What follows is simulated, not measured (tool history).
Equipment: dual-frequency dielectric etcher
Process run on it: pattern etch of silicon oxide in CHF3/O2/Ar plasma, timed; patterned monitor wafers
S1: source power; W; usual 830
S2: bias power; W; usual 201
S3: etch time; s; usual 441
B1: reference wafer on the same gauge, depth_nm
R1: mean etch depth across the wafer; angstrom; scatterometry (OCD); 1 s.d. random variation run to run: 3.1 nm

| run | hour | S1 | S2 | S3 | B1 | R1 |
|---|---|---|---|---|---|---|
| 1 | 0 | 830 | 201 | 441 | 1091.8 | 9642 |
| 2 | 80.6 | 830 | 201 | 441 | 1091.6 | 9643 |
| 3 | 172.5 | 830 | 201 | 441 | 1092 | 9614 |
| 4 | 213.7 | 750 | 188 | 441 | 1091.1 | 9070 |
| 5 | 264.6 | 830 | 201 | 498.5 | 1092.5 | 10889 |
| 6 | 342.3 | 830 | 201 | 498.5 | 1092.1 | 11022 |
| 7 | 405.4 | 830 | 201 | 498.5 | 1092.1 | 11057 |
|  | 602.7 | bias power generator calibrated |
|  | 608.1 | wet clean of the chamber |
| 8 | 662.5 | 830 | 201 | 441 | 1091.6 | 9779 |
|  | 706.6 | gauge calibrated |
| 9 | 762.9 | 830 | 201 | 441 | 1092.5 | 9763 |
| 10 | 850.1 | 830 | 201 | 441 | 1091.1 | 9770 |
| 11 | 930 | 830 | 201 | 441 | 1092.2 | 9775 |
| 12 | 980.2 | 830 | 201 | 441 | 1092.1 | 9714 |
| 13 | 1026.4 | 830 | 201 | 570 | 1091.3 | 12601 |
| 14 | 1114.2 | 830 | 180 | 441 | 1092 | 9343 |
|  | 1165.2 | wet clean of the chamber |
|  | 1173.7 | source power generator calibrated |
|  | 1300.4 | upper electrode replaced |
| 15 | 1427.2 | 830 | 201 | 441 | 1092.6 | 9619 |
| 16 | 1502.7 | 830 | 184 | 568 | 1092.2 | 12025 |
| 17 | 1601.1 | 970 | 160 | 493 | 1092.3 | 10413 |
| 18 | 1646.1 | 830 | 216 | 499.5 | 1092.1 | 11215 |
| 19 | 1688.8 | 760 | 201 | 369.5 | 1092.2 | 7857 |
|  | 1716 | wet clean of the chamber |
| 20 | 1748 | 830 | 170 | 441 | 1092.1 | 9063 |
| 21 | 1811.4 | 830 | 201 | 441 | 1092.3 | 9686 |
| 22 | 1905.3 | 990 | 244 | 316 | 1091.8 | 7909 |
| 23 | 1978.8 | 830 | 201 | 441 | 1092.5 | 9640 |
| 24 | 2048.6 | 830 | 201 | 368 | 1091.4 | 8092 |
| 25 | 2136.5 | 890 | 246 | 441 | 1092.1 | 10690 |

Run 26 has not been measured yet. What should we expect?
| 26 | 2221.5 | 910 | 163 | 441 | ? | ? |

{"run 26": {"B1": 1092.3, "R1": 9271}}
Without the tool's hidden state the same run would have given R1 9265 angstrom.
